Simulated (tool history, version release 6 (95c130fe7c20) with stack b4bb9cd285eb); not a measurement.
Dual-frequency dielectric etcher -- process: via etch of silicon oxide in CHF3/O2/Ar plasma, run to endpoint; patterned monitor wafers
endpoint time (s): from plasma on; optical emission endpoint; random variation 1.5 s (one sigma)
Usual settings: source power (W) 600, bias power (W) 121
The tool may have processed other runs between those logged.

| run | hour | source power (W) | bias power (W) | wafers since the last listed run | hours since the last wet clean | hours since the last source power generator calibration | hours since the last bias power generator calibration | hours since the last upper electrode change | incoming incoming film thickness, nm | endpoint time (s) |
|---|---|---|---|---|---|---|---|---|---|---|
| 1 | 0.0 | 600 | 121 | 0 | 283.6 | 3321.6 | 4077.5 | 1671.5 | 509.1 | 276.3 |
| 2 | 17.3 | 600 | 135 | 81 | 300.9 | 3338.9 | 4094.8 | 1688.8 | 521.0 | 269.8 |
| 3 | 44.3 | 600 | 135 | 127 | 327.9 | 3365.9 | 4121.8 | 1715.8 | 512.5 | 268.1 |
| 4 | 73.9 | 540 | 100 | 139 | 357.5 | 3395.5 | 4151.4 | 1745.4 | 514.8 | 308.8 |
| 5 | 93.4 | 540 | 100 | 92 | 377.0 | 3415.0 | 4170.9 | 1764.9 | 516.6 | 313.1 |
|  | 214.6 | wet clean of the chamber |
| 6 | 215.1 | 600 | 121 | 462 | 0.5 | 3536.7 | 4292.6 | 1886.6 | 512.4 | 290.6 |
| 7 | 221.8 | 600 | 121 | 31 | 7.2 | 3543.4 | 4299.3 | 1893.3 | 517.2 | 290.7 |
|  | 229.7 | bias power generator calibrated |
|  | 246.2 | upper electrode replaced |
| 8 | 246.6 | 600 | 121 | 20 | 32.0 | 3568.2 | 16.9 | 0.4 | 516.9 | 289.8 |
| 9 | 276.1 | 600 | 121 | 139 | 61.5 | 3597.7 | 46.4 | 29.9 | 517.5 | 290.3 |
| 10 | 331.9 | 600 | 137 | 263 | 117.3 | 3653.5 | 102.2 | 85.7 | 512.5 | 271.2 |
| 11 | 360.9 | 600 | 137 | 137 | 146.3 | 3682.5 | 131.2 | 114.7 | 513.5 | 272.5 |
| 12 | 375.4 | 700 | 103 | 68 | 160.8 | 3697.0 | 145.7 | 129.2 | 515.9 | 279.2 |

What does the tool deliver on the next run?
| 13 | 399.6 | 600 | 121 | 114 | 185.0 | 3721.2 | 169.9 | 153.4 | 511.3 | ? |

Run 13 yielded endpoint time (s) 281.3.
Had the tool carried no hidden state, the very same run would have given endpoint time (s) 286.3.
